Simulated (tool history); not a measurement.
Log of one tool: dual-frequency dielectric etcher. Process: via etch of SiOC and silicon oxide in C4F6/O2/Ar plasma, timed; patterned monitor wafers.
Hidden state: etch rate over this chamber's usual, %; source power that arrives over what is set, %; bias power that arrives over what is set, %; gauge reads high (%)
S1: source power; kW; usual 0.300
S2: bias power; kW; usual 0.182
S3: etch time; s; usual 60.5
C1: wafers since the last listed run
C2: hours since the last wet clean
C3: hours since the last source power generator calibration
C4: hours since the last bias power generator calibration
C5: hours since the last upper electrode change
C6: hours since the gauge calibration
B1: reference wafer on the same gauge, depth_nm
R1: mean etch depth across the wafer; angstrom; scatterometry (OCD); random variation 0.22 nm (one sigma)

{"run": 1, "hour": 0.0, "S1": 0.3, "S2": 0.182, "S3": 60.5, "C1": 0, "C2": 330.8, "C3": 3381.9, "C4": 2345.0, "C5": 2305.9, "C6": 2158.3, "B1": 52.3, "R1": 609}
{"run": 2, "hour": 45.0, "S1": 0.3, "S2": 0.182, "S3": 71.5, "C1": 407, "C2": 375.8, "C3": 3426.9, "C4": 2390.0, "C5": 2350.9, "C6": 2203.3, "B1": 52.3, "R1": 725}
{"run": 3, "hour": 148.5, "S1": 0.3, "S2": 0.182, "S3": 71.5, "C1": 938, "C2": 479.3, "C3": 3530.4, "C4": 2493.5, "C5": 2454.4, "C6": 2306.8, "B1": 52.3, "R1": 728}
{"run": 4, "hour": 191.2, "S1": 0.3, "S2": 0.182, "S3": 60.5, "C1": 386, "C2": 522.0, "C3": 3573.1, "C4": 2536.2, "C5": 2497.1, "C6": 2349.5, "B1": 52.3, "R1": 613}
{"hour": 314.5, "done": "bias power generator calibrated"}
{"hour": 315.6, "done": "wet clean of the chamber"}
{"run": 5, "hour": 316.1, "S1": 0.3, "S2": 0.182, "S3": 60.5, "C1": 1085, "C2": 0.5, "C3": 3698.0, "C4": 1.6, "C5": 2622.0, "C6": 2474.4, "B1": 52.3, "R1": 615}
{"run": 6, "hour": 336.9, "S1": 0.3, "S2": 0.182, "S3": 60.5, "C1": 188, "C2": 21.3, "C3": 3718.8, "C4": 22.4, "C5": 2642.8, "C6": 2495.2, "B1": 52.3, "R1": 612}
{"hour": 442.0, "done": "upper electrode replaced"}
{"run": 7, "hour": 495.2, "S1": 0.3, "S2": 0.182, "S3": 60.5, "C1": 1217, "C2": 179.6, "C3": 3877.1, "C4": 180.7, "C5": 53.2, "C6": 2653.5, "B1": 52.3, "R1": 611}
{"run": 8, "hour": 569.3, "S1": 0.3, "S2": 0.182, "S3": 73.0, "C1": 671, "C2": 253.7, "C3": 3951.2, "C4": 254.8, "C5": 127.3, "C6": 2727.6, "B1": 52.3, "R1": 743}
{"run": 9, "hour": 634.6, "S1": 0.3, "S2": 0.182, "S3": 73.0, "C1": 591, "C2": 319.0, "C3": 4016.5, "C4": 320.1, "C5": 192.6, "C6": 2792.9, "B1": 52.4, "R1": 742}
{"run": 10, "hour": 695.6, "S1": 0.35, "S2": 0.215, "S3": 75.5, "C1": 552, "C2": 380.0, "C3": 4077.5, "C4": 381.1, "C5": 253.6, "C6": 2853.9, "B1": 52.3, "R1": 881}
{"run": 11, "hour": 789.3, "S1": 0.3, "S2": 0.182, "S3": 60.5, "C1": 849, "C2": 473.7, "C3": 4171.2, "C4": 474.8, "C5": 347.3, "C6": 2947.6, "B1": 52.3, "R1": 615}
{"run": 12, "hour": 885.2, "S1": 0.32, "S2": 0.225, "S3": 69.0, "C1": 869, "C2": 569.6, "C3": 4267.1, "C4": 570.7, "C5": 443.2, "C6": 3043.5, "B1": 52.2, "R1": 774}
{"hour": 978.6, "done": "wet clean of the chamber"}
{"run": 13, "hour": 989.9, "S1": 0.3, "S2": 0.182, "S3": 60.5, "C1": 731, "C2": 11.3, "C3": 4371.8, "C4": 675.4, "C5": 547.9, "C6": 3148.2, "B1": 52.2, "R1": 620}
{"run": 14, "hour": 1075.8, "S1": 0.24, "S2": 0.182, "S3": 53.5, "C1": 778, "C2": 97.2, "C3": 4457.7, "C4": 761.3, "C5": 633.8, "C6": 3234.1, "B1": 52.2, "R1": 473}
{"run": 15, "hour": 1119.1, "S1": 0.33, "S2": 0.204, "S3": 77.5, "C1": 392, "C2": 140.5, "C3": 4501.0, "C4": 804.6, "C5": 677.1, "C6": 3277.4, "B1": 52.3, "R1": 863}
{"hour": 1156.0, "done": "source power generator calibrated"}
{"run": 16, "hour": 1416.1, "S1": 0.3, "S2": 0.182, "S3": 60.5, "C1": 2655, "C2": 437.5, "C3": 260.1, "C4": 1101.6, "C5": 974.1, "C6": 3574.4, "B1": 52.3, "R1": 603}
{"run": 17, "hour": 1474.7, "S1": 0.24, "S2": 0.204, "S3": 60.5, "C1": 531, "C2": 496.1, "C3": 318.7, "C4": 1160.2, "C5": 1032.7, "C6": 3633.0, "B1": 52.3, "R1": 535}
{"run": 18, "hour": 1546.8, "S1": 0.24, "S2": 0.182, "S3": 53.5, "C1": 653, "C2": 568.2, "C3": 390.8, "C4": 1232.3, "C5": 1104.8, "C6": 3705.1, "B1": 52.4, "R1": 459}
{"hour": 1588.3, "done": "gauge calibrated"}
{"hour": 1649.1, "done": "wet clean of the chamber"}
{"run": 19, "hour": 1649.6, "S1": 0.34, "S2": 0.225, "S3": 60.5, "C1": 714, "C2": 0.5, "C3": 493.6, "C4": 1335.1, "C5": 1207.6, "C6": 61.3, "B1": 52.2, "R1": 684}
{"run": 20, "hour": 1709.2, "S1": 0.3, "S2": 0.182, "S3": 60.5, "C1": 540, "C2": 60.1, "C3": 553.2, "C4": 1394.7, "C5": 1267.2, "C6": 120.9, "B1": 52.2, "R1": 601}
{"run": 21, "hour": 1767.1, "S1": 0.3, "S2": 0.182, "S3": 60.5, "C1": 524, "C2": 118.0, "C3": 611.1, "C4": 1452.6, "C5": 1325.1, "C6": 178.8, "B1": 52.3, "R1": 599}
{"run": 22, "hour": 1850.6, "S1": 0.26, "S2": 0.182, "S3": 60.5, "C1": 756, "C2": 201.5, "C3": 694.6, "C4": 1536.1, "C5": 1408.6, "C6": 262.3, "B1": 52.3, "R1": 547}
{"run": 23, "hour": 1925.4, "S1": 0.24, "S2": 0.182, "S3": 46.0, "C1": 677, "C2": 276.3, "C3": 769.4, "C4": 1610.9, "C5": 1483.4, "C6": 337.1, "B1": 52.2, "R1": 397}
{"run": 24, "hour": 1961.8, "S1": 0.3, "S2": 0.182, "S3": 68.5, "C1": 329, "C2": 312.7, "C3": 805.8, "C4": 1647.3, "C5": 1519.8, "C6": 373.5, "B1": 52.2, "R1": 681}
{"run": 25, "hour": 2041.2, "S1": 0.3, "S2": 0.219, "S3": 60.5, "C1": 719, "C2": 392.1, "C3": 885.2, "C4": 1726.7, "C5": 1599.2, "C6": 452.9, "B1": 52.3, "R1": 638}
{"run": 26, "hour": 2082.1, "S1": 0.37, "S2": 0.209, "S3": 68.5, "C1": 370, "C2": 433.0, "C3": 926.1, "C4": 1767.6, "C5": 1640.1, "C6": 493.8, "B1": 52.3, "R1": 800}
{"run": 27, "hour": 2355.7, "S1": 0.25, "S2": 0.144, "S3": 60.5, "C1": 2479, "C2": 706.6, "C3": 1199.7, "C4": 2041.2, "C5": 1913.7, "C6": 767.4, "B1": 52.4, "R1": 504}
{"run": 28, "hour": 2425.3, "S1": 0.3, "S2": 0.16, "S3": 60.5, "C1": 630, "C2": 776.2, "C3": 1269.3, "C4": 2110.8, "C5": 1983.3, "C6": 837.0, "B1": 52.3, "R1": 588}
{"hour": 2470.6, "done": "wet clean of the chamber"}
{"run": 29, "hour": 2495.2, "S1": 0.3, "S2": 0.182, "S3": 60.5, "C1": 415, "C2": 24.6, "C3": 1339.2, "C4": 2180.7, "C5": 2053.2, "C6": 906.9, "B1": 52.3, "R1": 605}
{"run": 30, "hour": 2546.0, "S1": 0.3, "S2": 0.17, "S3": 70.5, "C1": 460, "C2": 75.4, "C3": 1390.0, "C4": 2231.5, "C5": 2104.0, "C6": 957.7, "B1": 52.3, "R1": 699}

Some steps in R1 between neighbouring runs. How much of each would the tool show without its hidden state too (settings, what came in, random variation), and how much is left for the hidden state, with any gauge scatter that isn't in both results?
Run 10 -> 11: S1 0.350 -> 0.300, S2 0.215 -> 0.182, S3 75.5 -> 60.5. R1 -266 angstrom: hidden state -8, all else -258.
Run 14 -> 15: S1 0.240 -> 0.330, S2 0.182 -> 0.204, S3 53.5 -> 77.5. R1 +390 angstrom: hidden state +13, all else +377.
Run 15 -> 16: S1 0.330 -> 0.300, S2 0.204 -> 0.182, S3 77.5 -> 60.5, source power generator calibrated. R1 -260 angstrom: hidden state -26, all else -234.
Run 23 -> 24: S1 0.240 -> 0.300, S3 46.0 -> 68.5. R1 +284 angstrom: hidden state +3, all else +281.
Run 26 -> 27: S1 0.370 -> 0.250, S2 0.209 -> 0.144, S3 68.5 -> 60.5. R1 -296 angstrom: hidden state -2, all else -294.
